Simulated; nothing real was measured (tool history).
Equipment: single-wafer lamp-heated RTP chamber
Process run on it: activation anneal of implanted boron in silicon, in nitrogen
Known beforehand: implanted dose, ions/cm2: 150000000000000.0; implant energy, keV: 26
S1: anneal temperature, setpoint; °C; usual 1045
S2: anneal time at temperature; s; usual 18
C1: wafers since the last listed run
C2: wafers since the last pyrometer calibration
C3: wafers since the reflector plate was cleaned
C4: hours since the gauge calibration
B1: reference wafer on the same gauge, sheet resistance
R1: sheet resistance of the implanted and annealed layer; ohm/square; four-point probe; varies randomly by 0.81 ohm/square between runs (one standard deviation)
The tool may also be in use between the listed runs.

run	hour	S1	S2	C1	C2	C3	C4	B1	R1
1	0	1037	18	0	594	4019	347.3	602.9	532.48
2	19.7	1037	18	386	980	4406	367	602.83	533.89
3	39.6	1037	18	390	1370	4796	386.9	602.82	533.96
4	67.2	1028	18	540	1911	5337	414.5	602.7	533.68
5	101.7	1028	18	676	2587	6013	449	602.66	534.8
6	119.7	1028	18	352	2940	6366	467	602.37	531.85
# hour 146.5: pyrometer window cleaned and pyrometer calibrated
7	147.1	1045	22	380	12	6746	494.4	602.55	535.18
# hour 164.4: gauge calibrated
# hour 167.5: reflector plate cleaned
8	168	1045	18	252	264	10	3.6	611.43	541.35
9	181.1	1045	18	256	521	267	16.7	611.46	542
10	211.5	1070	12	595	1117	863	47.1	609.39	540.78
11	241.4	1017	22	586	1703	1449	77	608.09	539.23
12	253.9	1045	18	245	1948	1694	89.5	607.75	538.99
13	277.2	1032	23	456	2405	2151	112.8	606.85	537.32
# hour 297.7: pyrometer window cleaned and pyrometer calibrated
14	301	1045	8	309	63	2460	136.6	606.23	537.77
15	332.9	1075	18	625	689	3086	168.5	606.01	537.09
16	351.7	1054	18	368	1057	3454	187.3	604.99	537.08
17	383.4	1045	25	621	1679	4075	219	604.79	535.64
18	417.8	1045	18	674	2353	4750	253.4	604.35	536.4

Each row is a separate what-if for the run after 18, all from the same tool condition, not one after another. Results?
A	418.2	1045	18	7	2361	4758	253.8	?	?
B	418.2	1075	11	7	2361	4758	253.8	?	?
C	418.2	1021	27	7	2361	4758	253.8	?	?
D	418.2	1070	26	7	2361	4758	253.8	?	?
E	418.2	1045	13	7	2361	4758	253.8	?	?

run	B1	R1
A	604.44	534.72
B	604.44	535.93
C	604.44	533.86
D	604.44	533.65
E	604.44	535.21
Take away the tool's hidden state, keep each run's random variation, and the runs would have read:
run	R1
A	541.43
B	542.66
C	540.57
D	540.35
E	541.93
